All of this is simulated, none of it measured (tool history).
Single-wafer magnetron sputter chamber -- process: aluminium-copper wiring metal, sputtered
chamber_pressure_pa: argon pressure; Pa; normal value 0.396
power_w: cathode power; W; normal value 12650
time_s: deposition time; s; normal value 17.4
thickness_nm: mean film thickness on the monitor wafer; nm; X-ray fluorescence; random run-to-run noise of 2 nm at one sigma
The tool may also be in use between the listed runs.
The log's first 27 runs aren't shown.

run	hour	chamber_pressure_pa	power_w	time_s	read-back reference wafer on the same gauge, thickness_nm	thickness_nm
28	748.9	0.396	12650	17.4	474.918	388.095
29	787.3	0.301	13800	19.7	474.924	501.961
30	800.5	0.265	11800	17.4	475.052	385.762
31	825.8	0.46	11350	14.7	474.661	279.057
32	840.1	0.396	12650	17.4	475.483	379.698
33	875.5	0.536	10000	17.4	474.697	271.856
# hour 889.6: sputter target and shields replaced
34	890.6	0.553	12650	17.4	475.275	374.918
35	908.5	0.396	12650	17.4	474.521	403.786

Alternative continuations, all from the tool just after run 35; predict every row:
A	908.9	0.396	14900	17.4	?	?
B	908.9	0.282	9850	16.5	?	?
C	908.9	0.396	14850	17.4	?	?
D	908.9	0.492	10250	20.3	?	?

run	read-back reference wafer on the same gauge, thickness_nm	thickness_nm
A	474.792	477.09
B	474.792	319.83
C	474.792	475.489
D	474.792	362.343
Without the tool's hidden state the same runs would have given:
run	thickness_nm
A	480.212
B	321.923
C	478.601
D	364.714
